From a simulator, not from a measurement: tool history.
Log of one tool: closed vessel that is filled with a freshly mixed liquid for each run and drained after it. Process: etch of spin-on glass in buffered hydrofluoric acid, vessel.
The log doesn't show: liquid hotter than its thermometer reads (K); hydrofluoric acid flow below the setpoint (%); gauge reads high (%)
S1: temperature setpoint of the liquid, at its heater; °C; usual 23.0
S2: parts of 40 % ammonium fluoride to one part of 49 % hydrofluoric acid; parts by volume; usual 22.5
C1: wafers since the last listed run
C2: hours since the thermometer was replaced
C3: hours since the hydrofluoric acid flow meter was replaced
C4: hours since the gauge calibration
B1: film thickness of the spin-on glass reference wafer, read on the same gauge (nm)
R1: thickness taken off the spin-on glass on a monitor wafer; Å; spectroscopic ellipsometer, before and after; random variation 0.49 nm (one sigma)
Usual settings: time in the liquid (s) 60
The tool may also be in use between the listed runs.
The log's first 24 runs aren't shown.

Run 25, day 14.779: usual settings; C1 1616; C2 104.4; C3 259.6; C4 126.8; B1 149.94. Result: R1 896.9 Å.
Run 26, day 15.238: usual settings but S1 27.0 °C; C1 1217; C2 115.4; C3 270.6; C4 137.8; B1 149.97. Result: R1 1114.3 Å.
Run 27, day 15.579: usual settings but S1 28.0 °C, S2 18.0 parts by volume, time in the liquid (s) 30; C1 907; C2 123.6; C3 278.8; C4 146.0; B1 150.03. Result: R1 705.6 Å.
Run 28, day 15.921: usual settings; C1 907; C2 131.8; C3 287.0; C4 154.2; B1 149.96. Result: R1 899.6 Å.
Run 29, day 16.271: usual settings; C1 929; C2 140.2; C3 295.4; C4 162.6; B1 150.00. Result: R1 897.8 Å.
Run 30, day 16.617: usual settings but S1 25.0 °C, S2 27.5 parts by volume, time in the liquid (s) 35; C1 918; C2 148.5; C3 303.7; C4 170.9; B1 150.00. Result: R1 505.4 Å.
Run 31, day 17.075: usual settings but S1 20.5 °C, S2 30.0 parts by volume; C1 1217; C2 159.5; C3 314.7; C4 181.9; B1 149.99. Result: R1 638.2 Å.
Run 32, day 17.638: usual settings but S1 19.0 °C, S2 25.5 parts by volume, time in the liquid (s) 80; C1 1494; C2 173.0; C3 328.2; C4 195.4; B1 150.00. Result: R1 880.4 Å.
Run 33, day 18.004: usual settings; C1 974; C2 181.8; C3 337.0; C4 204.2; B1 150.02. Result: R1 890.5 Å.
Run 34, day 18.367: usual settings but S1 28.0 °C, S2 18.0 parts by volume, time in the liquid (s) 30; C1 963; C2 190.5; C3 345.7; C4 212.9; B1 150.01. Result: R1 712.2 Å.

Forecast each of these 3 alternatives for the next run:
Run A, day 18.396: usual settings; C1 77; C2 191.2; C3 346.4; C4 213.6; B1 ?. Result: R1 ?.
Run B, day 18.396: usual settings but S1 20.5 °C, time in the liquid (s) 30; C1 77; C2 191.2; C3 346.4; C4 213.6; B1 ?. Result: R1 ?.
Run C, day 18.396: usual settings but time in the liquid (s) 80; C1 77; C2 191.2; C3 346.4; C4 213.6; B1 ?. Result: R1 ?.

run      B1      R1
  A  150.03   903.6
  B  150.03   393.3
  C  150.03  1204.9
Without the tool's hidden state the same runs would have given:
run      R1
  A   893.2
  B   388.7
  C  1191.0
